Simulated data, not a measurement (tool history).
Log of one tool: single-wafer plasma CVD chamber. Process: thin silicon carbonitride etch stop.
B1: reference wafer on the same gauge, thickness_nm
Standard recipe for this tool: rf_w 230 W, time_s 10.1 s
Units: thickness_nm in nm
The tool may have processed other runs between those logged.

Run 1, hour 0.0: usual settings but time_s 8.5 s; B1 5.387. Result: thickness_nm 4.607 nm.
Run 2, hour 103.9: usual settings but time_s 8.5 s; B1 5.391. Result: thickness_nm 4.619 nm.
Run 3, hour 187.1: usual settings; B1 5.391. Result: thickness_nm 5.478 nm.
Run 4, hour 288.3: usual settings; B1 5.391. Result: thickness_nm 5.500 nm.
Run 5, hour 380.1: usual settings; B1 5.390. Result: thickness_nm 5.491 nm.
Run 6, hour 462.1: usual settings but rf_w 210 W; B1 5.392. Result: thickness_nm 5.341 nm.
Run 7, hour 527.1: usual settings but rf_w 210 W; B1 5.389. Result: thickness_nm 5.335 nm.
Run 8, hour 621.8: usual settings but rf_w 210 W; B1 5.388. Result: thickness_nm 5.314 nm.
Run 9, hour 718.7: usual settings; B1 5.389. Result: thickness_nm 5.449 nm.
At hour 732.1: thermocouple changed; heater temperature recalibrated.
Run 10, hour 800.5: usual settings; B1 5.392. Result: thickness_nm 5.468 nm.
At hour 926.4: showerhead replaced.
Run 11, hour 933.9: usual settings; B1 5.391. Result: thickness_nm 5.447 nm.
Run 12, hour 1039.6: usual settings but rf_w 215 W, time_s 11.8 s; B1 5.387. Result: thickness_nm 6.287 nm.
Run 13, hour 1099.5: usual settings; B1 5.389. Result: thickness_nm 5.464 nm.
At hour 1142.7: gauge calibrated.
Run 14, hour 1155.0: usual settings but rf_w 245 W; B1 5.390. Result: thickness_nm 5.566 nm.
Run 15, hour 1198.0: usual settings; B1 5.388. Result: thickness_nm 5.460 nm.
At hour 1234.8: RF generator calibrated.
Run 16, hour 1243.0: usual settings; B1 5.389. Result: thickness_nm 5.586 nm.
Run 17, hour 1316.0: usual settings but rf_w 255 W; B1 5.390. Result: thickness_nm 5.707 nm.
Run 18, hour 1394.9: usual settings but rf_w 215 W, time_s 10.7 s; B1 5.390. Result: thickness_nm 5.789 nm.
Run 19, hour 1445.3: usual settings but rf_w 275 W; B1 5.391. Result: thickness_nm 5.842 nm.
Run 20, hour 1527.5: usual settings; B1 5.393. Result: thickness_nm 5.546 nm.
Run 21, hour 1633.2: usual settings but rf_w 275 W, time_s 11.7 s; B1 5.390. Result: thickness_nm 6.744 nm.
Run 22, hour 1704.1: usual settings but rf_w 205 W; B1 5.388. Result: thickness_nm 5.385 nm.

What if the next run were any one of these 3? Each begins from the tool's condition after run 22:
Run A, hour 1704.5: usual settings; B1 ?. Result: thickness_nm ?.
Run B, hour 1704.5: usual settings but rf_w 215 W, time_s 9.5 s; B1 ?. Result: thickness_nm ?.
Run C, hour 1704.5: usual settings but rf_w 190 W, time_s 8.6 s; B1 ?. Result: thickness_nm ?.

run     B1  thickness_nm
  A  5.390         5.524
  B  5.390         5.105
  C  5.390         4.477
Stripped of hidden state, with their random variation kept, the same runs would have yielded:
run  thickness_nm
  A         5.579
  B         5.156
  C         4.522
